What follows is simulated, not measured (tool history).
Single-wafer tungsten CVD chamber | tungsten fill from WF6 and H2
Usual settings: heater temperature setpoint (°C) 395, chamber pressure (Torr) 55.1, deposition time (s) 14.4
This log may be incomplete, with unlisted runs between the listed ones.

| run | day | heater temperature setpoint (°C) | chamber pressure (Torr) | deposition time (s) | wafers since the last listed run | hours since the last thermocouple change | hours since the last manometer calibration | hours since the showerhead was replaced | hours since the gauge calibration | read-back reference wafer on the same gauge, thickness_nm | mean film thickness on the monitor wafer (angstrom) |
|---|---|---|---|---|---|---|---|---|---|---|---|
| 1 | 0 | 395 | 55.1 | 14.4 | 0 | 921 | 916.4 | 6934.2 | 122.5 | 56.795 | 507.98 |
| 2 | 0.904 | 395 | 55.1 | 14.4 | 386 | 942.7 | 938.1 | 6955.9 | 144.2 | 56.604 | 505.82 |
| 3 | 2.038 | 395 | 55.1 | 14.4 | 484 | 969.9 | 965.3 | 6983.1 | 171.4 | 56.697 | 505.25 |
| 4 | 2.625 | 395 | 63.6 | 14.4 | 250 | 984 | 979.4 | 6997.2 | 185.5 | 56.764 | 527.66 |
| 5 | 3.896 | 395 | 48.8 | 14.4 | 542 | 1014.5 | 1009.9 | 7027.7 | 216 | 56.623 | 483.89 |
| 6 | 5.288 | 395 | 48.8 | 14.4 | 594 | 1047.9 | 1043.3 | 7061.1 | 249.4 | 56.69 | 485.68 |
|  | 6.442 | showerhead replaced |
| 7 | 6.662 | 395 | 55.1 | 14.4 | 444 | 1080.9 | 1076.3 | 5.3 | 282.4 | 56.675 | 502.23 |
|  | 7.458 | gauge calibrated |
| 8 | 7.562 | 395 | 55.1 | 14.4 | 384 | 1102.5 | 1097.9 | 26.9 | 2.5 | 56.752 | 504.36 |
| 9 | 8.342 | 395 | 55.1 | 14.4 | 332 | 1121.2 | 1116.6 | 45.6 | 21.2 | 56.629 | 501.33 |
| 10 | 9.425 | 395 | 55.1 | 14.4 | 462 | 1147.2 | 1142.6 | 71.6 | 47.2 | 56.709 | 502.94 |
|  | 10.017 | capacitance manometer re-zeroed and calibrated |
| 11 | 10.533 | 410 | 44.4 | 15.6 | 331 | 1173.8 | 12.4 | 98.2 | 73.8 | 56.773 | 709.9 |
| 12 | 11.538 | 395 | 64 | 14.4 | 428 | 1197.9 | 36.5 | 122.3 | 97.9 | 56.71 | 538.85 |
| 13 | 12.638 | 389 | 62.5 | 12.5 | 469 | 1224.3 | 62.9 | 148.7 | 124.3 | 56.699 | 406.29 |
| 14 | 13.725 | 407 | 55.1 | 14.4 | 464 | 1250.4 | 89 | 174.8 | 150.4 | 56.715 | 655.7 |
| 15 | 14.396 | 395 | 55.1 | 14.4 | 286 | 1266.5 | 105.1 | 190.9 | 166.5 | 56.661 | 512.31 |
|  | 15.504 | thermocouple changed; heater temperature recalibrated |
| 16 | 15.696 | 404 | 65 | 14.4 | 412 | 4.6 | 136.3 | 222.1 | 197.7 | 56.761 | 648.81 |
| 17 | 17.604 | 382 | 63.2 | 17.1 | 815 | 50.4 | 182.1 | 267.9 | 243.5 | 56.646 | 477.96 |
| 18 | 18.712 | 395 | 55.1 | 14.4 | 473 | 77 | 208.7 | 294.5 | 270.1 | 56.691 | 513.25 |
| 19 | 19.779 | 395 | 59.8 | 17 | 455 | 102.6 | 234.3 | 320.1 | 295.7 | 56.735 | 618.98 |
| 20 | 20.579 | 395 | 45.6 | 12.7 | 341 | 121.8 | 253.5 | 339.3 | 314.9 | 56.707 | 425.61 |
|  | 20.688 | gauge calibrated |
| 21 | 21.238 | 381 | 55.1 | 14.4 | 281 | 137.6 | 269.3 | 355.1 | 13.2 | 56.67 | 374.63 |

Predict each of these 4 candidate next runs independently; none follows another, all start after run 21:
| A | 21.254 | 387 | 55.1 | 14.4 | 7 | 138 | 269.7 | 355.5 | 13.6 | ? | ? |
| B | 21.254 | 385 | 49.3 | 15.4 | 7 | 138 | 269.7 | 355.5 | 13.6 | ? | ? |
| C | 21.254 | 389 | 64 | 14.4 | 7 | 138 | 269.7 | 355.5 | 13.6 | ? | ? |
| D | 21.254 | 408 | 62.5 | 13.7 | 7 | 138 | 269.7 | 355.5 | 13.6 | ? | ? |

| run | read-back reference wafer on the same gauge, thickness_nm | mean film thickness on the monitor wafer (angstrom) |
|---|---|---|
| A | 56.778 | 430.4 |
| B | 56.778 | 425.36 |
| C | 56.778 | 471.93 |
| D | 56.778 | 662.66 |
With the hidden condition removed and each run's random variation left untouched, the same runs would have given:
| run | mean film thickness on the monitor wafer (angstrom) |
|---|---|
| A | 434.43 |
| B | 429.45 |
| C | 476.34 |
| D | 668.86 |

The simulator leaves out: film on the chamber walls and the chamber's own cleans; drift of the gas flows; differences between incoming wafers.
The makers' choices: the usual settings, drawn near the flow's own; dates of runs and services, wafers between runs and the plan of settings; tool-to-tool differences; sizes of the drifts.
